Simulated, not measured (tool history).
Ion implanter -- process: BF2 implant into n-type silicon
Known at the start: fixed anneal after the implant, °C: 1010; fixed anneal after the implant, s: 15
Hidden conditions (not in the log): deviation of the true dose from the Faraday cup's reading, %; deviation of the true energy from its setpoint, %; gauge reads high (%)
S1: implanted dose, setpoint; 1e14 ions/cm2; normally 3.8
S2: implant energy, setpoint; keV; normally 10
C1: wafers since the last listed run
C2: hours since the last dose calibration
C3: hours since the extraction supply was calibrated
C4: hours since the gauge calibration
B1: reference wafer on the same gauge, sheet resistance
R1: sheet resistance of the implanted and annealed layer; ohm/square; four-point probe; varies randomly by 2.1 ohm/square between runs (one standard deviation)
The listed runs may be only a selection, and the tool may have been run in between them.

run	hour	S1	S2	C1	C2	C3	C4	B1	R1
1	0	3.8	10	0	933.3	2386.9	48.5	413.66	381.9
2	89.2	3.29	10	891	1022.5	2476.1	137.7	413.77	423.21
3	151.1	3.29	10	618	1084.4	2538	199.6	413.11	418.27
4	238.9	3.29	10	877	1172.2	2625.8	287.4	414.17	416.03
5	275	3.8	10	360	1208.3	2661.9	323.5	413.58	378.69
6	354.2	3.8	10	791	1287.5	2741.1	402.7	413.97	379.21
7	456.1	3.8	10	1017	1389.4	2843	504.6	413.81	379.74
8	544.9	4.29	10	887	1478.2	2931.8	593.4	413.24	350.05
9	642.7	4.21	10	976	1576	3029.6	691.2	413.02	359.09
10	682.1	4.21	10	393	1615.4	3069	730.6	414.24	355.33
11	784.9	4.21	10	1026	1718.2	3171.8	833.4	414.44	357.16
# hour 1026.8: Faraday cup replaced and dose calibrated
12	1075.1	3.8	12.5	2818	48.3	3462	1123.6	413.26	363.08
13	1142.6	3.8	10	674	115.8	3529.5	1191.1	414.4	382.82
14	1208.3	3.8	10	656	181.5	3595.2	1256.8	413.39	386.56
15	1290.6	3.8	10	822	263.8	3677.5	1339.1	414.19	382.08
16	1350.4	3.8	7.5	597	323.6	3737.3	1398.9	414.7	418.04
17	1441	3.8	7.5	905	414.2	3827.9	1489.5	414.73	423.83
18	1485.8	3.8	10	447	459	3872.7	1534.3	414.36	382.96
19	1569.4	3.39	11.5	835	542.6	3956.3	1617.9	414.02	394.42
20	1667.1	3.8	10	975	640.3	4054	1715.6	413.74	384.85
21	1715.1	4.92	10	479	688.3	4102	1763.6	414.22	331.3
22	1780.7	3.47	7.5	655	753.9	4167.6	1829.2	413.21	444.01
23	1836	3.31	7.5	552	809.2	4222.9	1884.5	413.26	454.51
24	1907.3	4.26	7.5	712	880.5	4294.2	1955.8	414.24	387.63
# hour 1955.3: gauge calibrated
25	1998.8	4.75	8	914	972	4385.7	43.5	412.87	363.12
26	2053.1	3.01	8	542	1026.3	4440	97.8	413.8	471.79
27	2206.7	4.26	12	1534	1179.9	4593.6	251.4	414.5	336.34
28	2464	4.66	12	2570	1437.2	4850.9	508.7	413.83	318.78
# hour 2552.8: extraction supply calibrated
29	2626.8	2.98	11.5	1546	1600	74	671.5	413.57	430.02
# hour 2696.9: Faraday cup replaced and dose calibrated
30	2711	3.8	10	761	14.1	158.2	755.7	413.92	389.36
31	2752.5	4.13	7.5	414	55.6	199.7	797.2	414.36	403.03
32	2807.2	3.8	10	546	110.3	254.4	851.9	414.17	386.86
33	2880.1	3.8	10	728	183.2	327.3	924.8	413.46	385.34
34	3178.4	3.8	10	2979	481.5	625.6	1223.1	414.45	386.21
35	3241.2	4.55	8	627	544.3	688.4	1285.9	414.4	371.04
36	3322.5	3.8	11	812	625.6	769.7	1367.2	414.66	374.87
37	3396.6	3.8	10	740	699.7	843.8	1441.3	414.96	383.45

Each row is a separate what-if for the run after 37, all from the same tool condition, not one after another. Results?
A	3397	3.8	10	3	700.1	844.2	1441.7	?	?
B	3397	3.8	13.5	3	700.1	844.2	1441.7	?	?
C	3397	2.86	8	3	700.1	844.2	1441.7	?	?
D	3397	3.8	13	3	700.1	844.2	1441.7	?	?

run	B1	R1
A	414.8	384.88
B	414.8	356.3
C	414.8	494.07
D	414.8	359.44
Without the tool's hidden state the same runs would have given:
run	R1
A	388.04
B	359.49
C	498.6
D	362.61
